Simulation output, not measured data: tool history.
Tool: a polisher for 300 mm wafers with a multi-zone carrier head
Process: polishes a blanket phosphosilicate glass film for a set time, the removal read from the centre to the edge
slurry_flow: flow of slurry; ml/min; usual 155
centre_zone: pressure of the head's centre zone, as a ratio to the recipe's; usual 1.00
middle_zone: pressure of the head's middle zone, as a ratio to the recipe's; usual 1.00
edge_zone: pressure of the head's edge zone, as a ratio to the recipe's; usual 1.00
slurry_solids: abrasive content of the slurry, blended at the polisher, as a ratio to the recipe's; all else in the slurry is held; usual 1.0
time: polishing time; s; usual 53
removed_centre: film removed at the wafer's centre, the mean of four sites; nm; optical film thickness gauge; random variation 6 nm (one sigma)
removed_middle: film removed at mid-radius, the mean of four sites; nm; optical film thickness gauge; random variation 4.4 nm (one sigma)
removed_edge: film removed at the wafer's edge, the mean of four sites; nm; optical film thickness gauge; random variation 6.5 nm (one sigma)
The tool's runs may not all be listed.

run,hour,slurry_flow,centre_zone,middle_zone,edge_zone,slurry_solids,time,wafers since the last listed run,wafers polished on this pad,hours since the slurry nozzle was cleaned,hours since the centre zone pressure was calibrated,hours since the edge zone pressure was calibrated,hours since the carrier head's membrane was replaced,"incoming thickness of the incoming film, nm",removed_centre,removed_middle,removed_edge
1,0.0,155,1.00,1.00,1.00,1.0,53,0,2155,430.5,122.0,439.8,206.9,3071.8,529.7,525.8,542.0
# hour 37.3: edge zone pressure recalibrated
2,37.8,155,1.00,1.00,1.00,1.0,53,513,2669,468.3,159.8,0.5,244.7,3065.9,523.8,522.7,533.6
3,115.3,155,1.00,1.00,1.00,1.0,53,1111,3781,545.8,237.3,78.0,322.2,3083.2,515.6,515.7,528.0
# hour 136.8: slurry nozzle cleaned
# hour 210.0: worn pad replaced by a new one
4,245.9,155,1.07,1.00,1.00,1.0,53,1801,515,109.1,367.9,208.6,452.8,3089.0,611.8,553.2,569.2
5,353.3,155,1.07,1.00,1.00,1.0,53,1540,2056,216.5,475.3,316.0,560.2,3075.5,576.4,530.3,537.1
# hour 363.0: carrier head's membrane replaced by a new one
6,436.5,155,1.07,1.00,1.00,1.0,53,1121,3178,299.7,558.5,399.2,73.5,3119.3,558.9,519.5,531.4
# hour 502.6: edge zone pressure recalibrated
7,509.1,195,1.00,1.00,0.93,1.0,53,1012,4190,372.3,631.1,6.5,146.1,3143.9,543.0,529.8,517.3
# hour 589.6: worn pad replaced by a new one
# hour 756.4: slurry nozzle cleaned
8,819.1,195,1.00,1.00,0.93,1.0,53,4375,3277,62.7,941.1,316.5,456.1,3079.4,551.7,541.4,509.0
9,886.3,195,1.00,1.00,0.93,1.0,53,964,4241,129.9,1008.3,383.7,523.3,3085.2,534.2,534.4,507.9
# hour 905.7: carrier head's membrane replaced by a new one
# hour 940.5: worn pad replaced by a new one
10,958.2,155,1.00,1.00,1.00,1.0,60,902,254,201.8,1080.2,455.6,52.5,3072.9,654.5,657.0,646.7
11,999.9,155,1.00,1.00,1.00,1.0,53,598,852,243.5,1121.9,497.3,94.2,3058.7,553.1,564.5,566.1
# hour 1005.7: edge zone pressure recalibrated
12,1042.3,155,1.04,1.00,0.93,1.1,63,579,1432,285.9,1164.3,36.6,136.6,3056.4,704.5,669.8,641.0
13,1138.1,155,1.00,1.05,0.89,0.7,60,1374,2806,381.7,1260.1,132.4,232.4,3081.9,532.9,555.3,500.3
14,1210.4,155,1.07,1.00,1.00,1.0,53,1037,3844,454.0,1332.4,204.7,304.7,3079.0,568.7,526.0,530.9

The next listed run, before its measurement:
15,1289.2,115,1.00,0.92,1.00,1.0,71,1130,4974,532.8,1411.2,283.5,383.5,3125.5,?,?,?

removed_centre: 644.5 nm
removed_middle: 608.5 nm
removed_edge: 668.2 nm
Without the tool's hidden state the same run would have given removed_centre 727.6 nm, removed_middle 686.9 nm, removed_edge 754.2 nm.

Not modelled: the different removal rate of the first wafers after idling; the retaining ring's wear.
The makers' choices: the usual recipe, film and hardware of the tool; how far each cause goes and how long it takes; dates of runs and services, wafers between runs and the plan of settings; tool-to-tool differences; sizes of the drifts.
